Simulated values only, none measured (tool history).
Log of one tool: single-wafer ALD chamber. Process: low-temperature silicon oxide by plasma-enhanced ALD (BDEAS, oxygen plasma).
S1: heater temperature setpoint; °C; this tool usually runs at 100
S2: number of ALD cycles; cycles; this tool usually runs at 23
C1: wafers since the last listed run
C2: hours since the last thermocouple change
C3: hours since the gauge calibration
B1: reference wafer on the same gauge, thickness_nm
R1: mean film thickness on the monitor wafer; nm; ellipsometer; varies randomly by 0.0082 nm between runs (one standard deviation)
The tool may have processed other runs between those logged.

| run | day | S1 | S2 | C1 | C2 | C3 | B1 | R1 |
|---|---|---|---|---|---|---|---|---|
| 1 | 0.000 | 100 | 23 | 0 | 1137.5 | 392.8 | 2.920 | 3.312 |
| 2 | 1.817 | 100 | 23 | 520 | 1181.1 | 436.4 | 2.920 | 3.314 |
| 3 | 4.408 | 107 | 23 | 742 | 1243.3 | 498.6 | 2.922 | 3.258 |
| 4 | 6.254 | 107 | 23 | 529 | 1287.6 | 542.9 | 2.921 | 3.264 |
| 5 | 7.942 | 107 | 23 | 483 | 1328.1 | 583.4 | 2.919 | 3.257 |
| 6 | 11.912 | 100 | 23 | 1138 | 1423.4 | 678.7 | 2.919 | 3.325 |
| 7 | 14.125 | 100 | 23 | 634 | 1476.5 | 731.8 | 2.920 | 3.318 |
| 8 | 17.192 | 107 | 26 | 878 | 1550.1 | 805.4 | 2.923 | 3.686 |
| 9 | 20.850 | 107 | 26 | 1048 | 1637.9 | 893.2 | 2.920 | 3.687 |
| 10 | 22.762 | 100 | 23 | 548 | 1683.8 | 939.1 | 2.922 | 3.314 |
| 11 | 24.375 | 100 | 23 | 462 | 1722.5 | 977.8 | 2.921 | 3.317 |
| 12 | 27.954 | 88 | 23 | 1025 | 1808.4 | 1063.7 | 2.922 | 3.452 |
| 13 | 29.971 | 100 | 23 | 577 | 1856.8 | 1112.1 | 2.921 | 3.318 |
| 14 | 31.800 | 100 | 23 | 524 | 1900.7 | 1156.0 | 2.921 | 3.328 |
| 15 | 35.912 | 100 | 23 | 1178 | 1999.4 | 1254.7 | 2.920 | 3.315 |
| 16 | 38.417 | 100 | 23 | 717 | 2059.5 | 1314.8 | 2.921 | 3.333 |
| 17 | 41.938 | 100 | 23 | 1009 | 2144.0 | 1399.3 | 2.919 | 3.343 |
| 18 | 44.842 | 100 | 23 | 832 | 2213.7 | 1469.0 | 2.921 | 3.320 |
| 19 | 46.521 | 100 | 23 | 481 | 2254.0 | 1509.3 | 2.921 | 3.324 |
| 20 | 49.058 | 87 | 23 | 727 | 2314.9 | 1570.2 | 2.919 | 3.453 |
|  | 49.442 | gauge calibrated |
| 21 | 51.912 | 100 | 24 | 818 | 2383.4 | 59.3 | 2.922 | 3.478 |
| 22 | 56.412 | 96 | 21 | 1289 | 2491.4 | 167.3 | 2.923 | 3.069 |
|  | 59.933 | thermocouple changed; heater temperature recalibrated |
| 23 | 60.675 | 89 | 26 | 1126 | 17.8 | 269.6 | 2.922 | 3.835 |
| 24 | 64.571 | 100 | 23 | 1116 | 111.3 | 363.1 | 2.918 | 3.275 |
| 25 | 67.208 | 90 | 20 | 755 | 174.6 | 426.4 | 2.920 | 2.943 |
| 26 | 71.542 | 100 | 27 | 1241 | 278.6 | 530.4 | 2.921 | 3.864 |

What does the tool deliver on the next run?
| 27 | 74.417 | 86 | 26 | 823 | 347.6 | 599.4 | ? | ? |

B1: 2.919
R1: 3.885 nm
Without the tool's hidden state the same run would have given R1 3.854 nm.
